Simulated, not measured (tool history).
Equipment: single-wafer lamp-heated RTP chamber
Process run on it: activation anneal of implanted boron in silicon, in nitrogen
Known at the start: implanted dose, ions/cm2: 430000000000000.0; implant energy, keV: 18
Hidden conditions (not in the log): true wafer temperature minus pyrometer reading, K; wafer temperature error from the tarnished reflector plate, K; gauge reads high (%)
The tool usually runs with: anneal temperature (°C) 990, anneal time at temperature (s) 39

| run | hour | anneal temperature (°C) | anneal time at temperature (s) | wafers since the last listed run | wafers since the last pyrometer calibration | wafers since the reflector plate was cleaned | hours since the gauge calibration | read-back reference wafer on the same gauge, sheet resistance | sheet resistance of the implanted and annealed layer (ohm/square) |
|---|---|---|---|---|---|---|---|---|---|
| 1 | 0 | 977 | 25 | 0 | 4519 | 6298 | 310.7 | 217.97 | 237.95 |
| 2 | 105.5 | 977 | 25 | 1206 | 5725 | 7504 | 416.2 | 217.98 | 239.16 |
| 3 | 186.6 | 972 | 52 | 927 | 6652 | 8432 | 497.3 | 217.88 | 235.82 |
|  | 204.5 | pyrometer window cleaned and pyrometer calibrated |
| 4 | 232.1 | 972 | 52 | 428 | 315 | 8860 | 542.8 | 217.89 | 237.76 |
| 5 | 269.1 | 990 | 39 | 423 | 738 | 9284 | 579.8 | 217.84 | 228.9 |
| 6 | 347 | 979 | 39 | 890 | 1628 | 10174 | 657.7 | 218.04 | 232.81 |
| 7 | 423.4 | 990 | 39 | 873 | 2502 | 11048 | 734.1 | 217.58 | 231.03 |
|  | 503.1 | reflector plate cleaned |
| 8 | 527.9 | 1002 | 39 | 1103 | 3605 | 283 | 838.6 | 217.81 | 226.55 |
|  | 619 | gauge calibrated |
| 9 | 627.3 | 990 | 39 | 1136 | 4742 | 1419 | 8.3 | 218.03 | 228.44 |
| 10 | 695.2 | 990 | 62 | 776 | 5518 | 2196 | 76.2 | 217.65 | 228.18 |
| 11 | 776.7 | 990 | 39 | 931 | 6450 | 3128 | 157.7 | 217.91 | 229.32 |

Predict the results of run 12:
|  | 791.3 | pyrometer window cleaned and pyrometer calibrated |
| 12 | 851.3 | 1013 | 47 | 761 | 685 | 3889 | 232.3 | ? | ? |

{"run 12": {"read-back reference wafer on the same gauge, sheet resistance": 217.8, "sheet resistance of the implanted and annealed layer (ohm/square)": 223.49}}
The same run, on a tool lacking any hidden state, would have yielded sheet resistance of the implanted and annealed layer (ohm/square) 223.49.
